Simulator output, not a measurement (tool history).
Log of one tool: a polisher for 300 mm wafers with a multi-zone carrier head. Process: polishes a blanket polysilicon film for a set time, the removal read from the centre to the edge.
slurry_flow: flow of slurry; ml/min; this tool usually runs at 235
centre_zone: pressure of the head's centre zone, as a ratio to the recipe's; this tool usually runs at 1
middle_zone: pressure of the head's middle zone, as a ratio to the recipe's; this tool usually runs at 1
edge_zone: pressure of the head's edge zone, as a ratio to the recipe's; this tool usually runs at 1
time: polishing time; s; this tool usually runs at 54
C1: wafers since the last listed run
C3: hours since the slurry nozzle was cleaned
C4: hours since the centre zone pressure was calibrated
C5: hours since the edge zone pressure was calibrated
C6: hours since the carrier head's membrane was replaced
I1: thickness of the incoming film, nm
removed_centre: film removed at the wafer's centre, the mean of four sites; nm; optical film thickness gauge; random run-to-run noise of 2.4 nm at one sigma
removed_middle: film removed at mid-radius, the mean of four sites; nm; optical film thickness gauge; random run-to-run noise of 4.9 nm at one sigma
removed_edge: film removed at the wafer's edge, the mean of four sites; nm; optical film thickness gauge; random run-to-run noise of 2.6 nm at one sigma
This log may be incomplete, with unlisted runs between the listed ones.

{"run": 1, "hour": 0.0, "slurry_flow": 235, "centre_zone": 1, "middle_zone": 1, "edge_zone": 1, "time": 54, "C1": 0, "wafers polished on this pad": 468, "C3": 268.1, "C4": 0.5, "C5": 514.7, "C6": 680, "I1": 2297.1, "removed_centre": 345.8, "removed_middle": 345.8, "removed_edge": 345}
{"run": 2, "hour": 5.4, "slurry_flow": 235, "centre_zone": 1, "middle_zone": 1, "edge_zone": 1, "time": 54, "C1": 76, "wafers polished on this pad": 544, "C3": 273.5, "C4": 5.9, "C5": 520.1, "C6": 685.4, "I1": 2297.5, "removed_centre": 347.8, "removed_middle": 333.4, "removed_edge": 339.9}
{"run": 3, "hour": 12.3, "slurry_flow": 235, "centre_zone": 1, "middle_zone": 1, "edge_zone": 1, "time": 54, "C1": 97, "wafers polished on this pad": 642, "C3": 280.4, "C4": 12.8, "C5": 527, "C6": 692.3, "I1": 2272, "removed_centre": 344.2, "removed_middle": 327.6, "removed_edge": 343}
{"hour": 36.6, "done": "slurry nozzle cleaned"}
{"run": 4, "hour": 44.8, "slurry_flow": 235, "centre_zone": 1, "middle_zone": 1, "edge_zone": 1.12, "time": 54, "C1": 445, "wafers polished on this pad": 1088, "C3": 8.2, "C4": 45.3, "C5": 559.5, "C6": 724.8, "I1": 2306.2, "removed_centre": 330.5, "removed_middle": 322.5, "removed_edge": 344.6}
{"run": 5, "hour": 51.8, "slurry_flow": 285, "centre_zone": 1, "middle_zone": 0.95, "edge_zone": 1.1, "time": 66, "C1": 99, "wafers polished on this pad": 1187, "C3": 15.2, "C4": 52.3, "C5": 566.5, "C6": 731.8, "I1": 2325.5, "removed_centre": 409, "removed_middle": 373.2, "removed_edge": 417.5}
{"hour": 67.4, "done": "worn pad replaced by a new one"}
{"run": 6, "hour": 67.9, "slurry_flow": 235, "centre_zone": 1, "middle_zone": 1, "edge_zone": 1, "time": 64, "C1": 171, "wafers polished on this pad": 6, "C3": 31.3, "C4": 68.4, "C5": 582.6, "C6": 747.9, "I1": 2314.5, "removed_centre": 411.6, "removed_middle": 399.7, "removed_edge": 405}
{"run": 7, "hour": 79.4, "slurry_flow": 235, "centre_zone": 1, "middle_zone": 0.97, "edge_zone": 1, "time": 54, "C1": 162, "wafers polished on this pad": 169, "C3": 42.8, "C4": 79.9, "C5": 594.1, "C6": 759.4, "I1": 2312.1, "removed_centre": 354.4, "removed_middle": 335.2, "removed_edge": 342.2}
{"run": 8, "hour": 92.6, "slurry_flow": 235, "centre_zone": 1, "middle_zone": 1, "edge_zone": 1, "time": 54, "C1": 186, "wafers polished on this pad": 356, "C3": 56, "C4": 93.1, "C5": 607.3, "C6": 772.6, "I1": 2315.3, "removed_centre": 350.7, "removed_middle": 342.3, "removed_edge": 345.2}
{"run": 9, "hour": 102.5, "slurry_flow": 235, "centre_zone": 1, "middle_zone": 1, "edge_zone": 1, "time": 65, "C1": 140, "wafers polished on this pad": 496, "C3": 65.9, "C4": 103, "C5": 617.2, "C6": 782.5, "I1": 2322.3, "removed_centre": 418.2, "removed_middle": 405, "removed_edge": 414.8}
{"run": 10, "hour": 114.0, "slurry_flow": 235, "centre_zone": 1, "middle_zone": 1, "edge_zone": 1, "time": 54, "C1": 162, "wafers polished on this pad": 659, "C3": 77.4, "C4": 114.5, "C5": 628.7, "C6": 794, "I1": 2346.7, "removed_centre": 346.5, "removed_middle": 334.4, "removed_edge": 333.5}
{"hour": 122.6, "done": "edge zone pressure recalibrated"}
{"run": 11, "hour": 123.1, "slurry_flow": 315, "centre_zone": 1, "middle_zone": 1, "edge_zone": 1, "time": 70, "C1": 100, "wafers polished on this pad": 759, "C3": 86.5, "C4": 123.6, "C5": 0.5, "C6": 803.1, "I1": 2284.6, "removed_centre": 450.5, "removed_middle": 438.8, "removed_edge": 448.6}
{"run": 12, "hour": 134.4, "slurry_flow": 235, "centre_zone": 1, "middle_zone": 1, "edge_zone": 1, "time": 63, "C1": 159, "wafers polished on this pad": 919, "C3": 97.8, "C4": 134.9, "C5": 11.8, "C6": 814.4, "I1": 2315.5, "removed_centre": 391.2, "removed_middle": 391.5, "removed_edge": 388.1}
{"hour": 155.2, "done": "worn pad replaced by a new one"}
{"hour": 159.8, "done": "carrier head's membrane replaced by a new one"}
{"run": 13, "hour": 160.3, "slurry_flow": 235, "centre_zone": 1, "middle_zone": 1, "edge_zone": 1, "time": 54, "C1": 245, "wafers polished on this pad": 7, "C3": 123.7, "C4": 160.8, "C5": 37.7, "C6": 0.5, "I1": 2283.6, "removed_centre": 352.7, "removed_middle": 350.2, "removed_edge": 345.6}
{"run": 14, "hour": 163.7, "slurry_flow": 235, "centre_zone": 1, "middle_zone": 1, "edge_zone": 1.09, "time": 54, "C1": 48, "wafers polished on this pad": 55, "C3": 127.1, "C4": 164.2, "C5": 41.1, "C6": 3.9, "I1": 2300.4, "removed_centre": 347.9, "removed_middle": 336.9, "removed_edge": 357.7}
{"run": 15, "hour": 180.5, "slurry_flow": 235, "centre_zone": 1, "middle_zone": 1, "edge_zone": 1, "time": 54, "C1": 237, "wafers polished on this pad": 293, "C3": 143.9, "C4": 181, "C5": 57.9, "C6": 20.7, "I1": 2311.2, "removed_centre": 344.9, "removed_middle": 348.3, "removed_edge": 341.5}
{"run": 16, "hour": 187.9, "slurry_flow": 235, "centre_zone": 1, "middle_zone": 1, "edge_zone": 1.04, "time": 54, "C1": 104, "wafers polished on this pad": 398, "C3": 151.3, "C4": 188.4, "C5": 65.3, "C6": 28.1, "I1": 2309.2, "removed_centre": 350.2, "removed_middle": 336.3, "removed_edge": 352.7}
{"run": 17, "hour": 203.1, "slurry_flow": 235, "centre_zone": 1, "middle_zone": 1, "edge_zone": 1, "time": 54, "C1": 215, "wafers polished on this pad": 613, "C3": 166.5, "C4": 203.6, "C5": 80.5, "C6": 43.3, "I1": 2320.4, "removed_centre": 343, "removed_middle": 342.9, "removed_edge": 340.4}
{"run": 18, "hour": 218.5, "slurry_flow": 235, "centre_zone": 1.09, "middle_zone": 1, "edge_zone": 1, "time": 54, "C1": 218, "wafers polished on this pad": 831, "C3": 181.9, "C4": 219, "C5": 95.9, "C6": 58.7, "I1": 2298.6, "removed_centre": 363.2, "removed_middle": 324.7, "removed_edge": 332.5}
{"run": 19, "hour": 225.6, "slurry_flow": 165, "centre_zone": 1, "middle_zone": 0.89, "edge_zone": 0.9, "time": 67, "C1": 100, "wafers polished on this pad": 931, "C3": 189, "C4": 226.1, "C5": 103, "C6": 65.8, "I1": 2318.3, "removed_centre": 398.8, "removed_middle": 360.8, "removed_edge": 380.8}
{"run": 20, "hour": 233.7, "slurry_flow": 290, "centre_zone": 1, "middle_zone": 1, "edge_zone": 1, "time": 54, "C1": 114, "wafers polished on this pad": 1046, "C3": 197.1, "C4": 234.2, "C5": 111.1, "C6": 73.9, "I1": 2277.9, "removed_centre": 339.5, "removed_middle": 317.6, "removed_edge": 333.7}
{"run": 21, "hour": 243.7, "slurry_flow": 185, "centre_zone": 1.06, "middle_zone": 0.9, "edge_zone": 1.12, "time": 54, "C1": 141, "wafers polished on this pad": 1188, "C3": 207.1, "C4": 244.2, "C5": 121.1, "C6": 83.9, "I1": 2319.6, "removed_centre": 332.1, "removed_middle": 285.3, "removed_edge": 337.8}
{"hour": 249.3, "done": "worn pad replaced by a new one"}
{"run": 22, "hour": 259.9, "slurry_flow": 165, "centre_zone": 1, "middle_zone": 1, "edge_zone": 1, "time": 54, "C1": 172, "wafers polished on this pad": 149, "C3": 223.3, "C4": 260.4, "C5": 137.3, "C6": 100.1, "I1": 2287.9, "removed_centre": 334.5, "removed_middle": 324.2, "removed_edge": 335.1}

Alternative continuations, all from the tool just after run 22; predict every row:
{"run": "A", "hour": 260.3, "slurry_flow": 235, "centre_zone": 1, "middle_zone": 1, "edge_zone": 0.93, "time": 54, "C1": 5, "wafers polished on this pad": 155, "C3": 223.7, "C4": 260.8, "C5": 137.7, "C6": 100.5, "I1": 2319.6, "removed_centre": "?", "removed_middle": "?", "removed_edge": "?"}
{"run": "B", "hour": 260.3, "slurry_flow": 235, "centre_zone": 1, "middle_zone": 1.06, "edge_zone": 0.93, "time": 54, "C1": 5, "wafers polished on this pad": 155, "C3": 223.7, "C4": 260.8, "C5": 137.7, "C6": 100.5, "I1": 2319.6, "removed_centre": "?", "removed_middle": "?", "removed_edge": "?"}
{"run": "C", "hour": 260.3, "slurry_flow": 235, "centre_zone": 0.92, "middle_zone": 1, "edge_zone": 0.89, "time": 54, "C1": 5, "wafers polished on this pad": 155, "C3": 223.7, "C4": 260.8, "C5": 137.7, "C6": 100.5, "I1": 2319.6, "removed_centre": "?", "removed_middle": "?", "removed_edge": "?"}
{"run": "D", "hour": 260.3, "slurry_flow": 160, "centre_zone": 1, "middle_zone": 1.11, "edge_zone": 1, "time": 54, "C1": 5, "wafers polished on this pad": 155, "C3": 223.7, "C4": 260.8, "C5": 137.7, "C6": 100.5, "I1": 2319.6, "removed_centre": "?", "removed_middle": "?", "removed_edge": "?"}

run=A removed_centre=348 removed_middle=345.6 removed_edge=336.8
run=B removed_centre=348.1 removed_middle=363.1 removed_edge=336.6
run=C removed_centre=326.2 removed_middle=345.8 removed_edge=330.9
run=D removed_centre=330.7 removed_middle=360.7 removed_edge=335
With the hidden condition removed and each run's random variation left untouched, the same runs would have given:
run=A removed_centre=348.9 removed_middle=346.5 removed_edge=337.7
run=B removed_centre=349 removed_middle=364.1 removed_edge=337.4
run=C removed_centre=327.1 removed_middle=346.7 removed_edge=331.8
run=D removed_centre=331.6 removed_middle=361.6 removed_edge=335.9
